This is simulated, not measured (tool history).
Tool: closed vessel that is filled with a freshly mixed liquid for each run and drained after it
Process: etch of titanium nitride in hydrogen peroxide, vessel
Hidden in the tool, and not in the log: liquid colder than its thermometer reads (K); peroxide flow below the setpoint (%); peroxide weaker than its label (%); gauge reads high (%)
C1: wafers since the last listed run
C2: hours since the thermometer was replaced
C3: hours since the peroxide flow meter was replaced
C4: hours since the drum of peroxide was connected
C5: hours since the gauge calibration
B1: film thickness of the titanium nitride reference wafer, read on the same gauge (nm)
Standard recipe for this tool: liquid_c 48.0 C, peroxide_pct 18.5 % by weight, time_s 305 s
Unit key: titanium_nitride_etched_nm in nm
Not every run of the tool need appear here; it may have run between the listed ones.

Run 1, hour 0.0: usual settings; C1 0; C2 1008.3; C3 716.1; C4 212.1; C5 417.7; B1 147.15. Result: titanium_nitride_etched_nm 11.67 nm.
At hour 94.0: new drum of peroxide connected.
Run 2, hour 95.3: usual settings; C1 10133; C2 1103.6; C3 811.4; C4 1.3; C5 513.0; B1 146.56. Result: titanium_nitride_etched_nm 11.76 nm.
Run 3, hour 274.6: usual settings; C1 19267; C2 1282.9; C3 990.7; C4 180.6; C5 692.3; B1 145.55. Result: titanium_nitride_etched_nm 11.76 nm.
Run 4, hour 354.3: usual settings; C1 8564; C2 1362.6; C3 1070.4; C4 260.3; C5 772.0; B1 145.06. Result: titanium_nitride_etched_nm 11.37 nm.
At hour 408.7: new drum of peroxide connected.
Run 5, hour 433.5: usual settings; C1 8403; C2 1441.8; C3 1149.6; C4 24.8; C5 851.2; B1 144.50. Result: titanium_nitride_etched_nm 11.47 nm.
Run 6, hour 538.4: usual settings; C1 11272; C2 1546.7; C3 1254.5; C4 129.7; C5 956.1; B1 143.93. Result: titanium_nitride_etched_nm 11.58 nm.
Run 7, hour 626.9: usual settings; C1 9510; C2 1635.2; C3 1343.0; C4 218.2; C5 1044.6; B1 143.36. Result: titanium_nitride_etched_nm 11.45 nm.
At hour 695.0: thermometer replaced.
At hour 722.0: peroxide flow meter replaced.
Run 8, hour 728.8: usual settings but liquid_c 40.5 C; C1 10735; C2 33.8; C3 6.8; C4 320.1; C5 1146.5; B1 142.83. Result: titanium_nitride_etched_nm 6.46 nm.
At hour 738.8: new drum of peroxide connected.
Run 9, hour 804.6: usual settings but liquid_c 43.5 C; C1 8037; C2 109.6; C3 82.6; C4 65.8; C5 1222.3; B1 142.31. Result: titanium_nitride_etched_nm 8.19 nm.
At hour 861.8: gauge calibrated.
Run 10, hour 910.4: usual settings but liquid_c 54.5 C, time_s 385 s; C1 11369; C2 215.4; C3 188.4; C4 171.6; C5 48.6; B1 149.36. Result: titanium_nitride_etched_nm 23.90 nm.
Run 11, hour 963.5: usual settings; C1 5706; C2 268.5; C3 241.5; C4 224.7; C5 101.7; B1 148.98. Result: titanium_nitride_etched_nm 11.86 nm.
Run 12, hour 1006.4: usual settings but liquid_c 54.0 C, peroxide_pct 17.0 % by weight, time_s 465 s; C1 4609; C2 311.4; C3 284.4; C4 267.6; C5 144.6; B1 148.71. Result: titanium_nitride_etched_nm 27.33 nm.
At hour 1020.1: new drum of peroxide connected.
Run 13, hour 1065.2: usual settings; C1 6211; C2 370.2; C3 343.2; C4 45.1; C5 203.4; B1 148.36. Result: titanium_nitride_etched_nm 11.69 nm.
Run 14, hour 1118.3: usual settings but liquid_c 40.5 C, time_s 460 s; C1 5706; C2 423.3; C3 396.3; C4 98.2; C5 256.5; B1 148.08. Result: titanium_nitride_etched_nm 10.05 nm.

3 options for the next run, each taken on its own from the tool as it stands now. Forecast them:
Run A, hour 1119.0: usual settings but liquid_c 51.5 C; C1 75; C2 424.0; C3 397.0; C4 98.9; C5 257.2; B1 ?. Result: titanium_nitride_etched_nm ?.
Run B, hour 1119.0: usual settings but liquid_c 57.5 C, time_s 415 s; C1 75; C2 424.0; C3 397.0; C4 98.9; C5 257.2; B1 ?. Result: titanium_nitride_etched_nm ?.
Run C, hour 1119.0: usual settings but liquid_c 55.0 C, time_s 200 s; C1 75; C2 424.0; C3 397.0; C4 98.9; C5 257.2; B1 ?. Result: titanium_nitride_etched_nm ?.

run      B1  titanium_nitride_etched_nm
  A  148.10                       15.16
  B  148.10                       31.44
  C  148.10                       12.73
Stripped of hidden state, with their random variation kept, the same runs would have yielded:
run  titanium_nitride_etched_nm
  A                       15.35
  B                       31.85
  C                       12.90

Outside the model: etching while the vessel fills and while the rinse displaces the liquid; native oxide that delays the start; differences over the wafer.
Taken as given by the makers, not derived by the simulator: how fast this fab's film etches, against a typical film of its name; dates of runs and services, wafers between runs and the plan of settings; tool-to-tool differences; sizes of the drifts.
